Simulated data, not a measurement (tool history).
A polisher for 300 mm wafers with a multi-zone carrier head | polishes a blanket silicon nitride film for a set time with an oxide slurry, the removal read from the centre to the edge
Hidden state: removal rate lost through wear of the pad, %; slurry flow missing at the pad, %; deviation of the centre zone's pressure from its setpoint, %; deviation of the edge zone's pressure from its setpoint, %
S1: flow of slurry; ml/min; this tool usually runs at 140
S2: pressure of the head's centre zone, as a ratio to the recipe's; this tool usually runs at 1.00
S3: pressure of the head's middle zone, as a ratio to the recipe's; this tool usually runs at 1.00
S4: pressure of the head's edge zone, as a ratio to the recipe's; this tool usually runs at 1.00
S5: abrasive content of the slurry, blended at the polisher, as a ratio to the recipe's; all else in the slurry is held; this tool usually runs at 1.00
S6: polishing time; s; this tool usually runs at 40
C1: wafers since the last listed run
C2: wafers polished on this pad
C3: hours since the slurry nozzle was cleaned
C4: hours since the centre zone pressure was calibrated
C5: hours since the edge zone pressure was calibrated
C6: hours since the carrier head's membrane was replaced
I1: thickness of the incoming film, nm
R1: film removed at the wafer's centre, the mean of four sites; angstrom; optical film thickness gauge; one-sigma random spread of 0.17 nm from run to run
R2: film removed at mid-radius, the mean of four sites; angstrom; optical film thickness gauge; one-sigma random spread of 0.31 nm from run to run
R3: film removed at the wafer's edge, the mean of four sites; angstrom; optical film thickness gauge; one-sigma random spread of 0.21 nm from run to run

| run | hour | S1 | S2 | S3 | S4 | S5 | S6 | C1 | C2 | C3 | C4 | C5 | C6 | I1 | R1 | R2 | R3 |
|---|---|---|---|---|---|---|---|---|---|---|---|---|---|---|---|---|---|
| 1 | 0.0 | 140 | 1.00 | 1.00 | 1.00 | 1.00 | 40 | 0 | 4026 | 473.1 | 429.6 | 514.0 | 913.2 | 434.1 | 278 | 271 | 274 |
| 2 | 58.0 | 140 | 1.00 | 1.00 | 1.00 | 1.00 | 40 | 815 | 4842 | 531.1 | 487.6 | 572.0 | 971.2 | 429.9 | 275 | 278 | 272 |
|  | 94.7 | slurry nozzle cleaned |
| 3 | 111.0 | 140 | 1.00 | 1.00 | 1.04 | 1.00 | 40 | 731 | 5573 | 16.3 | 540.6 | 625.0 | 1024.2 | 432.5 | 276 | 271 | 276 |
| 4 | 149.4 | 140 | 1.00 | 1.00 | 1.00 | 1.00 | 40 | 540 | 6113 | 54.7 | 579.0 | 663.4 | 1062.6 | 428.3 | 275 | 270 | 271 |
| 5 | 242.1 | 140 | 1.00 | 1.00 | 1.08 | 1.15 | 34 | 1303 | 7417 | 147.4 | 671.7 | 756.1 | 1155.3 | 424.1 | 253 | 250 | 258 |
| 6 | 307.4 | 140 | 1.00 | 1.00 | 1.00 | 1.00 | 40 | 918 | 8335 | 212.7 | 737.0 | 821.4 | 1220.6 | 433.2 | 273 | 269 | 271 |
|  | 337.5 | worn pad replaced by a new one |
| 7 | 349.9 | 140 | 1.00 | 1.00 | 1.00 | 1.00 | 40 | 541 | 174 | 255.2 | 779.5 | 863.9 | 1263.1 | 430.8 | 283 | 282 | 281 |
| 8 | 443.3 | 140 | 0.90 | 1.04 | 0.95 | 1.00 | 31 | 1313 | 1488 | 348.6 | 872.9 | 957.3 | 1356.5 | 431.3 | 201 | 221 | 208 |
|  | 513.5 | carrier head's membrane replaced by a new one |
| 9 | 529.9 | 140 | 1.00 | 1.00 | 1.00 | 1.00 | 40 | 1147 | 2635 | 435.2 | 959.5 | 1043.9 | 16.4 | 433.1 | 277 | 280 | 273 |
| 10 | 627.2 | 140 | 1.00 | 1.00 | 1.00 | 1.00 | 26 | 1368 | 4004 | 532.5 | 1056.8 | 1141.2 | 113.7 | 432.8 | 181 | 180 | 178 |
|  | 689.5 | edge zone pressure recalibrated |
| 11 | 690.0 | 105 | 1.08 | 0.96 | 1.00 | 1.15 | 40 | 855 | 4859 | 595.3 | 1119.6 | 0.5 | 176.5 | 426.5 | 305 | 280 | 286 |
|  | 700.6 | slurry nozzle cleaned |
| 12 | 805.5 | 140 | 1.00 | 1.00 | 1.03 | 1.00 | 52 | 1610 | 6469 | 104.9 | 1235.1 | 116.0 | 292.0 | 428.8 | 356 | 355 | 361 |
| 13 | 848.1 | 140 | 1.00 | 1.00 | 1.00 | 1.00 | 40 | 599 | 7068 | 147.5 | 1277.7 | 158.6 | 334.6 | 435.7 | 275 | 274 | 270 |
|  | 863.7 | worn pad replaced by a new one |
|  | 880.7 | centre zone pressure recalibrated |
| 14 | 920.0 | 140 | 0.94 | 1.00 | 1.00 | 1.10 | 46 | 926 | 762 | 219.4 | 39.3 | 230.5 | 406.5 | 432.0 | 325 | 336 | 339 |
| 15 | 1025.5 | 140 | 1.00 | 1.00 | 0.94 | 1.00 | 40 | 1483 | 2246 | 324.9 | 144.8 | 336.0 | 512.0 | 432.8 | 277 | 274 | 265 |
| 16 | 1101.0 | 140 | 1.00 | 1.00 | 1.00 | 1.00 | 34 | 1061 | 3308 | 400.4 | 220.3 | 411.5 | 587.5 | 426.4 | 236 | 235 | 234 |
| 17 | 1200.4 | 160 | 0.96 | 1.00 | 1.00 | 0.85 | 53 | 1397 | 4706 | 499.8 | 319.7 | 510.9 | 686.9 | 434.5 | 332 | 341 | 329 |
| 18 | 1239.9 | 140 | 1.00 | 1.00 | 1.00 | 1.00 | 54 | 555 | 5261 | 539.3 | 359.2 | 550.4 | 726.4 | 434.4 | 373 | 375 | 369 |
|  | 1250.9 | slurry nozzle cleaned |
| 19 | 1338.7 | 185 | 1.00 | 0.90 | 1.00 | 1.00 | 40 | 1375 | 6636 | 87.8 | 458.0 | 649.2 | 825.2 | 432.6 | 286 | 263 | 281 |
|  | 1408.9 | worn pad replaced by a new one |
| 20 | 1443.2 | 140 | 1.00 | 1.00 | 1.10 | 1.00 | 40 | 1413 | 481 | 192.3 | 562.5 | 753.7 | 929.7 | 429.3 | 280 | 276 | 292 |
| 21 | 1517.1 | 175 | 1.00 | 0.90 | 1.00 | 1.00 | 40 | 1039 | 1521 | 266.2 | 636.4 | 827.6 | 1003.6 | 433.9 | 288 | 266 | 287 |
| 22 | 1619.0 | 140 | 1.00 | 1.10 | 1.00 | 1.00 | 40 | 1432 | 2954 | 368.1 | 738.3 | 929.5 | 1105.5 | 433.5 | 277 | 297 | 275 |

What would each run have given without the hidden state, its run-to-run variation left as it was?
| run | R1 | R2 | R3 |
|---|---|---|---|
| 1 | 286 | 279 | 282 |
| 2 | 284 | 286 | 280 |
| 3 | 285 | 280 | 285 |
| 4 | 285 | 279 | 280 |
| 5 | 262 | 259 | 267 |
| 6 | 283 | 279 | 281 |
| 7 | 284 | 283 | 282 |
| 8 | 205 | 224 | 211 |
| 9 | 283 | 286 | 280 |
| 10 | 186 | 185 | 182 |
| 11 | 314 | 288 | 295 |
| 12 | 367 | 367 | 373 |
| 13 | 284 | 283 | 279 |
| 14 | 328 | 339 | 342 |
| 15 | 283 | 280 | 270 |
| 16 | 242 | 241 | 240 |
| 17 | 341 | 351 | 338 |
| 18 | 384 | 386 | 380 |
| 19 | 295 | 271 | 290 |
| 20 | 282 | 277 | 293 |
| 21 | 292 | 270 | 291 |
| 22 | 283 | 304 | 281 |

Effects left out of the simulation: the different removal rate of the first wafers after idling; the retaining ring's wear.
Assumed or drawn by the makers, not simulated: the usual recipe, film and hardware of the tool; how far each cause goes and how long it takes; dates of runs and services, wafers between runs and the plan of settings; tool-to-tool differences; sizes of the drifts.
